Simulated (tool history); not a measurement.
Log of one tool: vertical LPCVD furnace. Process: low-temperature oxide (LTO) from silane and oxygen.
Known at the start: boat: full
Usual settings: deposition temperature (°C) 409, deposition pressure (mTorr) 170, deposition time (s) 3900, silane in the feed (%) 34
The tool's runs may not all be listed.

run,hour,deposition temperature (°C),deposition pressure (mTorr),deposition time (s),silane in the feed (%),"read-back reference wafer on the same gauge, thickness",film thickness on the monitor wafer in the middle of the boat (angstrom)
1,0,409,170,3900,34,444.96,4461.6
2,8.1,409,170,3900,34,445.09,4444.3
3,27.1,409,190,3900,34,445.02,5016.3
4,44.7,409,190,3900,34,444.97,5013.9
5,59,409,190,3900,34,444.98,4999.8
6,66.9,409,170,3900,34,445.05,4443.9
7,75.4,409,170,3900,34,445.02,4463.3
8,86,409,170,3900,34,445.08,4455.8
9,95.6,409,170,3900,34,445.09,4464.1
10,103.8,418,150,3900,34,444.98,4325.9
11,116.3,418,150,3900,34,445.05,4314
12,126.6,409,170,3900,34,445,4450.2
13,139.6,409,170,3900,34,445.12,4446.5
14,155.5,413,145,3900,36,444.79,4259.9
15,171.4,405,170,2670,34,444.9,2905.1
16,218.2,409,145,2700,34,444.89,2607.2
17,229.7,412,155,3900,34,445.07,4184.2
18,243.5,409,170,3900,34,444.82,4451
# hour 269.7: gauge calibrated
# hour 289.6: silane flow controller replaced
# hour 295.3: thermocouples replaced and temperature profile calibrated
19,295.8,409,170,3900,34,445.09,4448.7
20,312.9,409,170,3900,34,444.92,4453.7
21,325.1,409,170,3900,34,445.1,4432.3

Forecast run 22:
# hour 358.7: pressure gauge zeroed
22,359.2,418,210,3900,34,?,?

{"run 22": {"read-back reference wafer on the same gauge, thickness": 445.03, "film thickness on the monitor wafer in the middle of the boat (angstrom)": 6262.8}}
Without the tool's hidden state the same run would have given film thickness on the monitor wafer in the middle of the boat (angstrom) 6300.
